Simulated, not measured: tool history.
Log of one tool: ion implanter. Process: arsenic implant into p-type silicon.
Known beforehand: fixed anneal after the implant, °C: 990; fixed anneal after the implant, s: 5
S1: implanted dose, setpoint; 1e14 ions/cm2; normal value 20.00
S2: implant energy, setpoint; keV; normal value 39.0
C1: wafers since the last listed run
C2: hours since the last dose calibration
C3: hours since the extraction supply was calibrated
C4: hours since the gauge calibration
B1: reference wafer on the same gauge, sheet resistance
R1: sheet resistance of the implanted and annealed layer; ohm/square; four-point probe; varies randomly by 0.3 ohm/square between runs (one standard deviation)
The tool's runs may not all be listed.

run 1 hour=0.0 | S1=20.00 S2=28.5 | C1=0 C2=864.0 C3=2455.0 C4=2508.5 | B1=94.82 | R1=113.41
run 2 hour=50.2 | S1=20.00 S2=28.5 | C1=1055 C2=914.2 C3=2505.2 C4=2558.7 | B1=94.76 | R1=112.96
run 3 hour=92.3 | S1=20.00 S2=28.5 | C1=885 C2=956.3 C3=2547.3 C4=2600.8 | B1=94.74 | R1=113.11
run 4 hour=151.4 | S1=20.00 S2=46.5 | C1=1242 C2=1015.4 C3=2606.4 C4=2659.9 | B1=94.82 | R1=88.32
run 5 hour=200.3 | S1=20.00 S2=46.5 | C1=1028 C2=1064.3 C3=2655.3 C4=2708.8 | B1=94.76 | R1=88.71
run 6 hour=361.3 | S1=20.00 S2=39.0 | C1=3385 C2=1225.3 C3=2816.3 C4=2869.8 | B1=94.75 | R1=96.11
run 7 hour=397.5 | S1=20.00 S2=39.0 | C1=761 C2=1261.5 C3=2852.5 C4=2906.0 | B1=94.76 | R1=95.77
run 8 hour=445.3 | S1=20.00 S2=39.0 | C1=1005 C2=1309.3 C3=2900.3 C4=2953.8 | B1=94.83 | R1=95.86
run 9 hour=496.4 | S1=20.00 S2=35.0 | C1=1074 C2=1360.4 C3=2951.4 C4=3004.9 | B1=94.83 | R1=101.13
run 10 hour=563.2 | S1=20.00 S2=35.0 | C1=1404 C2=1427.2 C3=3018.2 C4=3071.7 | B1=94.82 | R1=101.27
run 11 hour=631.8 | S1=20.00 S2=35.0 | C1=1442 C2=1495.8 C3=3086.8 C4=3140.3 | B1=94.83 | R1=101.62
-- hour=661.0 gauge calibrated
run 12 hour=667.2 | S1=20.00 S2=39.0 | C1=744 C2=1531.2 C3=3122.2 C4=6.2 | B1=94.83 | R1=95.96
run 13 hour=728.7 | S1=14.83 S2=44.5 | C1=1293 C2=1592.7 C3=3183.7 C4=67.7 | B1=94.78 | R1=98.80
run 14 hour=776.6 | S1=20.00 S2=27.0 | C1=1007 C2=1640.6 C3=3231.6 C4=115.6 | B1=94.80 | R1=116.62
run 15 hour=817.4 | S1=25.22 S2=32.0 | C1=857 C2=1681.4 C3=3272.4 C4=156.4 | B1=94.77 | R1=102.35
run 16 hour=867.2 | S1=21.73 S2=32.5 | C1=1047 C2=1731.2 C3=3322.2 C4=206.2 | B1=94.77 | R1=103.68
run 17 hour=912.8 | S1=20.00 S2=39.0 | C1=958 C2=1776.8 C3=3367.8 C4=251.8 | B1=94.82 | R1=95.89
run 18 hour=988.6 | S1=15.08 S2=33.5 | C1=1593 C2=1852.6 C3=3443.6 C4=327.6 | B1=94.79 | R1=111.28
-- hour=1003.3 extraction supply calibrated
run 19 hour=1029.5 | S1=20.00 S2=39.0 | C1=691 C2=1893.5 C3=26.2 C4=368.5 | B1=94.78 | R1=95.48
run 20 hour=1100.2 | S1=20.00 S2=39.0 | C1=1486 C2=1964.2 C3=96.9 C4=439.2 | B1=94.82 | R1=95.81
run 21 hour=1130.2 | S1=22.39 S2=39.0 | C1=630 C2=1994.2 C3=126.9 C4=469.2 | B1=94.79 | R1=93.68
run 22 hour=1176.4 | S1=21.52 S2=39.0 | C1=971 C2=2040.4 C3=173.1 C4=515.4 | B1=94.82 | R1=94.05
run 23 hour=1201.4 | S1=14.89 S2=52.0 | C1=525 C2=2065.4 C3=198.1 C4=540.4 | B1=94.73 | R1=92.93
run 24 hour=1254.9 | S1=25.67 S2=33.0 | C1=1125 C2=2118.9 C3=251.6 C4=593.9 | B1=94.78 | R1=99.49
run 25 hour=1324.1 | S1=14.83 S2=44.5 | C1=1455 C2=2188.1 C3=320.8 C4=663.1 | B1=94.78 | R1=99.25
run 26 hour=1365.0 | S1=23.30 S2=39.0 | C1=860 C2=2229.0 C3=361.7 C4=704.0 | B1=94.79 | R1=92.67
-- hour=1379.8 Faraday cup replaced and dose calibrated
run 27 hour=1430.8 | S1=20.00 S2=39.0 | C1=1215 C2=51.0 C3=427.5 C4=769.8 | B1=94.77 | R1=97.08
run 28 hour=1492.8 | S1=21.65 S2=35.5 | C1=1303 C2=113.0 C3=489.5 C4=831.8 | B1=94.79 | R1=99.81
run 29 hour=1539.7 | S1=23.52 S2=50.0 | C1=986 C2=159.9 C3=536.4 C4=878.7 | B1=94.77 | R1=82.85
run 30 hour=1611.6 | S1=20.00 S2=35.0 | C1=1511 C2=231.8 C3=608.3 C4=950.6 | B1=94.83 | R1=102.03
run 31 hour=1677.4 | S1=20.00 S2=30.0 | C1=1383 C2=297.6 C3=674.1 C4=1016.4 | B1=94.78 | R1=110.27
run 32 hour=1720.8 | S1=22.56 S2=50.5 | C1=912 C2=341.0 C3=717.5 C4=1059.8 | B1=94.74 | R1=83.02
run 33 hour=1759.8 | S1=14.08 S2=25.5 | C1=820 C2=380.0 C3=756.5 C4=1098.8 | B1=94.83 | R1=130.20
run 34 hour=1800.5 | S1=14.76 S2=44.5 | C1=855 C2=420.7 C3=797.2 C4=1139.5 | B1=94.79 | R1=99.73
run 35 hour=1826.0 | S1=14.79 S2=51.0 | C1=536 C2=446.2 C3=822.7 C4=1165.0 | B1=94.84 | R1=95.42
run 36 hour=1893.5 | S1=20.00 S2=39.0 | C1=1419 C2=513.7 C3=890.2 C4=1232.5 | B1=94.81 | R1=96.59
run 37 hour=1953.0 | S1=21.56 S2=34.0 | C1=1251 C2=573.2 C3=949.7 C4=1292.0 | B1=94.81 | R1=101.19

Predict each of these 4 candidate next runs independently; none follows another, all start after run 37:
run A hour=1953.4 | S1=20.00 S2=39.0 | C1=8 C2=573.6 C3=950.1 C4=1292.4 | B1=? | R1=?
run B hour=1953.4 | S1=22.99 S2=49.5 | C1=8 C2=573.6 C3=950.1 C4=1292.4 | B1=? | R1=?
run C hour=1953.4 | S1=15.23 S2=32.5 | C1=8 C2=573.6 C3=950.1 C4=1292.4 | B1=? | R1=?
run D hour=1953.4 | S1=15.35 S2=26.0 | C1=8 C2=573.6 C3=950.1 C4=1292.4 | B1=? | R1=?

run=A B1=94.82 R1=96.36
run=B B1=94.82 R1=83.06
run=C B1=94.82 R1=112.92
run=D B1=94.82 R1=125.13
The same runs, with their run-to-run variation unchanged, on a tool lacking any hidden condition would have given:
run=A R1=97.00
run=B R1=83.65
run=C R1=113.85
run=D R1=125.96
